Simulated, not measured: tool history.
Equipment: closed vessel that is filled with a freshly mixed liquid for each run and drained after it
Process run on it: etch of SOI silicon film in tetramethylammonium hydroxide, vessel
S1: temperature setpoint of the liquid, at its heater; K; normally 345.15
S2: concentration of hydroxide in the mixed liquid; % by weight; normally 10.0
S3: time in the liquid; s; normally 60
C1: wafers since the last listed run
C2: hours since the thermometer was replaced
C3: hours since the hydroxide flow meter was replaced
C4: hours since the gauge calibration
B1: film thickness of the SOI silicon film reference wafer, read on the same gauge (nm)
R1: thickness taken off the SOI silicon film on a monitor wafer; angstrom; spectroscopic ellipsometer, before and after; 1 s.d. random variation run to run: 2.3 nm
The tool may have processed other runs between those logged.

{"run": 1, "hour": 0.0, "S1": 347.15, "S2": 10.0, "S3": 60, "C1": 0, "C2": 2313.4, "C3": 1194.3, "C4": 371.9, "B1": 39.97, "R1": 5072.3}
{"run": 2, "hour": 25.1, "S1": 347.15, "S2": 10.0, "S3": 60, "C1": 1930, "C2": 2338.5, "C3": 1219.4, "C4": 397.0, "B1": 39.99, "R1": 5115.0}
{"run": 3, "hour": 84.4, "S1": 351.15, "S2": 10.0, "S3": 60, "C1": 4561, "C2": 2397.8, "C3": 1278.7, "C4": 456.3, "B1": 40.02, "R1": 6426.2}
{"hour": 107.5, "done": "thermometer replaced"}
{"run": 4, "hour": 149.1, "S1": 345.15, "S2": 10.0, "S3": 60, "C1": 4899, "C2": 41.6, "C3": 1343.4, "C4": 521.0, "B1": 39.99, "R1": 4747.0}
{"hour": 154.7, "done": "hydroxide flow meter replaced"}
{"run": 5, "hour": 175.8, "S1": 345.15, "S2": 10.0, "S3": 60, "C1": 1976, "C2": 68.3, "C3": 21.1, "C4": 547.7, "B1": 39.99, "R1": 4623.4}
{"run": 6, "hour": 201.9, "S1": 343.15, "S2": 10.0, "S3": 85, "C1": 2007, "C2": 94.4, "C3": 47.2, "C4": 573.8, "B1": 40.0, "R1": 5877.6}
{"run": 7, "hour": 258.9, "S1": 341.65, "S2": 12.0, "S3": 60, "C1": 4384, "C2": 151.4, "C3": 104.2, "C4": 630.8, "B1": 40.02, "R1": 3507.2}
{"run": 8, "hour": 330.5, "S1": 341.65, "S2": 12.0, "S3": 60, "C1": 5507, "C2": 223.0, "C3": 175.8, "C4": 702.4, "B1": 40.0, "R1": 3532.5}
{"run": 9, "hour": 367.4, "S1": 345.15, "S2": 10.0, "S3": 60, "C1": 2838, "C2": 259.9, "C3": 212.7, "C4": 739.3, "B1": 40.0, "R1": 4645.6}
{"run": 10, "hour": 404.4, "S1": 345.15, "S2": 10.0, "S3": 60, "C1": 2846, "C2": 296.9, "C3": 249.7, "C4": 776.3, "B1": 40.02, "R1": 4612.3}
{"run": 11, "hour": 435.8, "S1": 339.65, "S2": 10.0, "S3": 60, "C1": 2415, "C2": 328.3, "C3": 281.1, "C4": 807.7, "B1": 39.99, "R1": 3361.6}
{"run": 12, "hour": 465.5, "S1": 345.15, "S2": 10.0, "S3": 50, "C1": 2284, "C2": 358.0, "C3": 310.8, "C4": 837.4, "B1": 40.0, "R1": 3876.9}
{"run": 13, "hour": 506.5, "S1": 345.15, "S2": 10.0, "S3": 60, "C1": 3153, "C2": 399.0, "C3": 351.8, "C4": 878.4, "B1": 40.0, "R1": 4629.4}
{"run": 14, "hour": 574.2, "S1": 345.15, "S2": 10.0, "S3": 60, "C1": 5207, "C2": 466.7, "C3": 419.5, "C4": 946.1, "B1": 39.99, "R1": 4650.7}
{"hour": 595.1, "done": "gauge calibrated"}
{"run": 15, "hour": 621.6, "S1": 345.15, "S2": 10.0, "S3": 60, "C1": 3646, "C2": 514.1, "C3": 466.9, "C4": 26.5, "B1": 39.99, "R1": 4657.9}
{"run": 16, "hour": 668.4, "S1": 345.15, "S2": 10.0, "S3": 60, "C1": 3599, "C2": 560.9, "C3": 513.7, "C4": 73.3, "B1": 39.99, "R1": 4640.3}
{"run": 17, "hour": 719.9, "S1": 348.65, "S2": 10.0, "S3": 35, "C1": 3961, "C2": 612.4, "C3": 565.2, "C4": 124.8, "B1": 40.0, "R1": 3322.9}
{"run": 18, "hour": 760.1, "S1": 345.15, "S2": 10.0, "S3": 60, "C1": 3092, "C2": 652.6, "C3": 605.4, "C4": 165.0, "B1": 40.0, "R1": 4644.9}
{"run": 19, "hour": 791.0, "S1": 349.65, "S2": 12.0, "S3": 60, "C1": 2376, "C2": 683.5, "C3": 636.3, "C4": 195.9, "B1": 40.0, "R1": 5608.4}
{"run": 20, "hour": 869.3, "S1": 342.15, "S2": 9.0, "S3": 45, "C1": 6022, "C2": 761.8, "C3": 714.6, "C4": 274.2, "B1": 39.98, "R1": 3004.5}
{"run": 21, "hour": 939.4, "S1": 349.65, "S2": 8.5, "S3": 45, "C1": 5392, "C2": 831.9, "C3": 784.7, "C4": 344.3, "B1": 39.99, "R1": 4740.2}
{"run": 22, "hour": 976.5, "S1": 351.65, "S2": 10.0, "S3": 60, "C1": 2853, "C2": 869.0, "C3": 821.8, "C4": 381.4, "B1": 40.01, "R1": 6697.8}
{"run": 23, "hour": 1043.5, "S1": 349.65, "S2": 13.0, "S3": 40, "C1": 5153, "C2": 936.0, "C3": 888.8, "C4": 448.4, "B1": 39.99, "R1": 3633.6}
{"run": 24, "hour": 1071.6, "S1": 349.65, "S2": 13.0, "S3": 40, "C1": 2161, "C2": 964.1, "C3": 916.9, "C4": 476.5, "B1": 39.99, "R1": 3604.7}
{"run": 25, "hour": 1109.2, "S1": 337.65, "S2": 10.0, "S3": 60, "C1": 2892, "C2": 1001.7, "C3": 954.5, "C4": 514.1, "B1": 40.01, "R1": 2982.5}
{"run": 26, "hour": 1139.3, "S1": 340.65, "S2": 10.0, "S3": 60, "C1": 2315, "C2": 1031.8, "C3": 984.6, "C4": 544.2, "B1": 39.99, "R1": 3544.8}
{"run": 27, "hour": 1175.5, "S1": 349.15, "S2": 7.0, "S3": 40, "C1": 2784, "C2": 1068.0, "C3": 1020.8, "C4": 580.4, "B1": 39.98, "R1": 4325.8}
{"run": 28, "hour": 1247.5, "S1": 345.15, "S2": 10.0, "S3": 60, "C1": 5538, "C2": 1140.0, "C3": 1092.8, "C4": 652.4, "B1": 40.0, "R1": 4599.4}
{"run": 29, "hour": 1308.7, "S1": 340.65, "S2": 10.0, "S3": 70, "C1": 4707, "C2": 1201.2, "C3": 1154.0, "C4": 713.6, "B1": 40.01, "R1": 4158.4}
{"run": 30, "hour": 1367.1, "S1": 345.15, "S2": 10.0, "S3": 60, "C1": 4492, "C2": 1259.6, "C3": 1212.4, "C4": 772.0, "B1": 40.0, "R1": 4664.9}
{"run": 31, "hour": 1397.8, "S1": 351.65, "S2": 10.0, "S3": 60, "C1": 2361, "C2": 1290.3, "C3": 1243.1, "C4": 802.7, "B1": 40.02, "R1": 6708.6}
{"run": 32, "hour": 1449.5, "S1": 345.15, "S2": 9.0, "S3": 35, "C1": 3976, "C2": 1342.0, "C3": 1294.8, "C4": 854.4, "B1": 40.01, "R1": 2819.6}
{"run": 33, "hour": 1477.8, "S1": 345.15, "S2": 11.5, "S3": 45, "C1": 2176, "C2": 1370.3, "C3": 1323.1, "C4": 882.7, "B1": 40.01, "R1": 3299.6}

Run by run, hidden condition taken away, random variation retained:
The tool's hidden condition here consists of: liquid colder than its thermometer reads (K); hydroxide flow below the setpoint (%); gauge reads high (%).
run=1 R1=5164.9
run=2 R1=5208.9
run=3 R1=6533.6
run=4 R1=4643.2
run=5 R1=4630.0
run=6 R1=5883.4
run=7 R1=3511.8
run=8 R1=3536.5
run=9 R1=4648.0
run=10 R1=4613.9
run=11 R1=3363.8
run=12 R1=3878.0
run=13 R1=4629.8
run=14 R1=4650.1
run=15 R1=4655.8
run=16 R1=4636.5
run=17 R1=3319.7
run=18 R1=4640.9
run=19 R1=5604.4
run=20 R1=3009.1
run=21 R1=4749.7
run=22 R1=6681.8
run=23 R1=3618.7
run=24 R1=3587.8
run=25 R1=2979.6
run=26 R1=3537.8
run=27 R1=4352.4
run=28 R1=4586.0
run=29 R1=4148.9
run=30 R1=4651.2
run=31 R1=6682.3
run=32 R1=2821.5
run=33 R1=3297.7
